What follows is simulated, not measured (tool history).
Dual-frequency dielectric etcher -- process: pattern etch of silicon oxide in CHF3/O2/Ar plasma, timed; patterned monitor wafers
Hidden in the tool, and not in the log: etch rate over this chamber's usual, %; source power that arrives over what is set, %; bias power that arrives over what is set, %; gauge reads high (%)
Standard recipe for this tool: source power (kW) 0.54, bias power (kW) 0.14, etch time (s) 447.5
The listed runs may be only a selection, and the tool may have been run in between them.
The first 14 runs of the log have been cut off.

run	day	source power (kW)	bias power (kW)	etch time (s)	wafers since the last listed run	hours since the last wet clean	hours since the last source power generator calibration	hours since the last bias power generator calibration	hours since the last upper electrode change	hours since the gauge calibration	read-back reference wafer on the same gauge, depth_nm	mean etch depth across the wafer (nm)
15	27.383	0.54	0.14	447.5	95	485.6	3955.2	4015.3	520.7	61.4	838.9	779.8
# day 27.771: source power generator calibrated
16	28.567	0.41	0.168	323.5	61	514	19.1	4043.7	549.1	89.8	839	531.4
17	31.042	0.54	0.14	447.5	149	573.4	78.5	4103.1	608.5	149.2	840.1	781.3
# day 33.158: wet clean of the chamber
18	33.179	0.54	0.171	525	68	0.5	129.8	4154.4	659.8	200.5	839.1	964.9
19	34.35	0.42	0.113	363	70	28.6	157.9	4182.5	687.9	228.6	839.6	550.1
# day 34.721: bias power generator calibrated
20	37.033	0.63	0.174	405	151	93	222.3	55.5	752.3	293	840.2	790.7
21	39.875	0.54	0.114	447.5	171	161.2	290.5	123.7	820.5	361.2	839	742.6
22	41.162	0.54	0.14	346	77	192.1	321.4	154.6	851.4	392.1	839.5	603.7
23	42.738	0.54	0.14	447.5	95	229.9	359.2	192.4	889.2	429.9	839.9	780.5
24	44.596	0.41	0.14	500.5	112	274.5	403.8	237	933.8	474.5	839	786.7
25	47.075	0.61	0.154	506	149	334	463.3	296.5	993.3	534	838.6	942.8
26	48.333	0.45	0.14	323.5	75	364.2	493.5	326.7	1023.5	564.2	839.6	522.5
27	50.75	0.54	0.14	447.5	145	422.2	551.5	384.7	1081.5	622.2	838.5	788.8
28	52.646	0.66	0.14	368.5	114	467.7	597	430.2	1127	667.7	839.1	692.4
29	53.783	0.44	0.14	447.5	68	495	624.3	457.5	1154.3	695	839.5	724.2
30	55.458	0.47	0.112	447.5	101	535.2	664.5	497.7	1194.5	735.2	839.6	703.6

Consider 4 possible next runs. They are alternatives, not a sequence: every one starts from the tool as it was left by run 30. What does each give?
A	55.479	0.54	0.14	447.5	1	535.7	665	498.2	1195	735.7	?	?
B	55.479	0.59	0.14	323	1	535.7	665	498.2	1195	735.7	?	?
C	55.479	0.54	0.174	567.5	1	535.7	665	498.2	1195	735.7	?	?
D	55.479	0.54	0.166	535	1	535.7	665	498.2	1195	735.7	?	?

run	read-back reference wafer on the same gauge, depth_nm	mean etch depth across the wafer (nm)
A	838.3	783.3
B	838.3	584.9
C	838.3	1049.4
D	838.3	977.2
Without the tool's unlogged condition, the same runs would have read:
run	mean etch depth across the wafer (nm)
A	783.3
B	584.9
C	1049.4
D	977.2

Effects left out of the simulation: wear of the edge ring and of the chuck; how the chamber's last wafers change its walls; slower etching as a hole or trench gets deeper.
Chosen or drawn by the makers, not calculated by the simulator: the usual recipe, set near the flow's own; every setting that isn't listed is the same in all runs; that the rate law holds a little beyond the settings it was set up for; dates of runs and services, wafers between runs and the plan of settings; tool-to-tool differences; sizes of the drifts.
